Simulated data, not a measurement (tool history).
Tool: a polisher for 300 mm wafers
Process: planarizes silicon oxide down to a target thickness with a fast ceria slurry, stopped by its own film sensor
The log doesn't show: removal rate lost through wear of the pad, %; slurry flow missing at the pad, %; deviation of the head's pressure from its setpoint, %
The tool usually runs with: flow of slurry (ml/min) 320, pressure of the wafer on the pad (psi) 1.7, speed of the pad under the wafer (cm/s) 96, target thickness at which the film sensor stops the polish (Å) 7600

run    hour  flow of slurry (ml/min)  pressure of the wafer on the pad (psi)  speed of the pad under the wafer (cm/s)  target thickness at which the film sensor stops the polish (Å)  wafers since the last listed run  wafers polished on this pad  hours since the slurry nozzle was cleaned  hours since the head pressure was calibrated  incoming thickness of the incoming film, nm  time until the film sensor stopped the polish (s)
  1       0                      320                                     1.7                                       96                                                            7600                                 0                         1535                                      159.2                                         228.3                                       1309.8                                               56.6
  2    96.9                      320                                     1.7                                       96                                                            7600                               542                         2077                                      256.1                                         325.2                                       1311.2                                               58.1
      126.9  -- worn pad replaced by a new one
  3   149.9                      320                                     1.7                                       96                                                            7600                               274                          128                                      309.1                                         378.2                                       1302.8                                               55.8
  4   260.6                      320                                     1.7                                       96                                                            7600                               619                          748                                      419.8                                         488.9                                       1295.6                                               55.1
  5   299.8                      320                                     1.7                                       96                                                            7600                               219                          967                                        459                                         528.1                                       1312.4                                                 56
      350.2  -- slurry nozzle cleaned
      352.5  -- head pressure recalibrated
  6   366.2                      320                                     1.6                                       96                                                            8960                               354                         1322                                         16                                          13.7                                       1314.6                                               43.7
  7   421.6                      320                                     1.6                                       96                                                            8960                               310                         1632                                       71.4                                          69.1                                       1297.8                                               43.5
  8   464.6                      320                                     1.8                                       96                                                            7600                               240                         1873                                      114.4                                         112.1                                       1309.9                                               55.4
  9   528.5                      320                                     1.8                                       96                                                            7600                               357                         2230                                      178.3                                           176                                       1316.9                                               55.8
      551.1  -- worn pad replaced by a new one
 10   576.9                      320                                     1.4                                       96                                                            7600                               248                          144                                      226.7                                         224.4                                       1288.8                                               60.6
 11   634.9                      320                                     1.7                                       96                                                            7600                               324                          469                                      284.7                                         282.4                                         1300                                               55.7
 12   685.5                      320                                     1.7                                       96                                                            7600                               283                          752                                      335.3                                           333                                       1322.1                                               57.9
 13   771.4                      235                                     1.7                                       96                                                            7600                               480                         1232                                      421.2                                         418.9                                       1310.9                                               58.6
      818.6  -- slurry nozzle cleaned
 14   859.8                      235                                     1.7                                       96                                                            7600                               489                         1722                                       41.2                                         507.3                                       1303.5                                               58.9
      876.8  -- head pressure recalibrated
 15   936.8                      320                                     1.7                                       96                                                            7600                               419                         2141                                      118.2                                            60                                       1318.3                                               56.3
      954.8  -- worn pad replaced by a new one
 16  1038.4                      320                                     1.7                                       96                                                            6740                               546                          468                                      219.8                                         161.6                                       1305.2                                               65.8
 17  1124.2                      320                                     1.7                                       96                                                            7600                               480                          948                                      305.6                                         247.4                                       1313.1                                               56.6
 18  1161.7                      320                                     1.7                                       96                                                            7600                               209                         1158                                      343.1                                         284.9                                       1306.2                                               56.7
 19    1208                      235                                     2.2                                      116                                                            9390                               259                         1417                                      389.4                                         331.2                                       1298.9                                               27.4
 20  1254.9                      320                                     1.7                                       86                                                            7600                               262                         1679                                      436.3                                         378.1                                         1311                                                 64
     1296.8  -- slurry nozzle cleaned
 21  1309.9                      320                                     1.7                                       96                                                            8850                               302                         1982                                       13.1                                         433.1                                       1302.5                                               42.7
     1360.8  -- worn pad replaced by a new one
 22  1406.3                      320                                     1.7                                      114                                                            7600                               517                          254                                      109.5                                         529.5                                       1299.6                                                 47
     1459.3  -- head pressure recalibrated
 23  1494.2                      320                                     1.7                                       96                                                            7600                               480                          735                                      197.4                                          34.9                                       1290.7                                               55.1
 24  1590.6                      320                                     1.7                                       96                                                            7600                               539                         1274                                      293.8                                         131.3                                       1313.8                                               56.7
 25  1675.2                      320                                     1.2                                       96                                                            7600                               473                         1748                                      378.4                                         215.9                                       1285.6                                               64.6
     1714.5  -- slurry nozzle cleaned
     1734.8  -- worn pad replaced by a new one
 26  1738.9                      230                                     1.7                                      110                                                            8850                               328                           22                                       24.4                                         279.6                                         1287                                               36.8
 27    1833                      275                                     1.7                                       96                                                            7600                               526                          549                                      118.5                                         373.7                                       1290.3                                               55.1
 28  1914.1                      235                                     1.7                                       96                                                            6230                               453                         1003                                      199.6                                         454.8                                       1313.2                                               74.6
     2011.3  -- head pressure recalibrated
 29  2013.9                      320                                     1.3                                      120                                                            7600                               547                         1550                                      299.4                                           2.6                                       1286.2                                               51.8

Consider 5 possible next runs. They are alternatives, not a sequence: every one starts from the tool as it was left by run 29. What does each give?
  A  2014.3                      320                                     1.7                                       96                                                            7600                                 2                         1552                                      299.8                                             3                                       1313.3                                                  ?
  B  2014.3                      390                                     1.9                                       86                                                            8680                                 2                         1552                                      299.8                                             3                                       1313.3                                                  ?
  C  2014.3                      320                                     1.7                                       64                                                            8290                                 2                         1552                                      299.8                                             3                                       1313.3                                                  ?
  D  2014.3                      230                                     1.7                                       96                                                            7600                                 2                         1552                                      299.8                                             3                                       1313.3                                                  ?
  E  2014.3                      265                                     2.1                                      120                                                            6230                                 2                         1552                                      299.8                                             3                                       1313.3                                                  ?

run  time until the film sensor stopped the polish (s)
  A                                               58.6
  B                                               48.3
  C                                               76.9
  D                                               60.8
  E                                               52.1
With the hidden condition removed and each run's random variation left untouched, the same runs would have given:
run  time until the film sensor stopped the polish (s)
  A                                               58.6
  B                                               48.3
  C                                               76.9
  D                                               60.8
  E                                               52.1
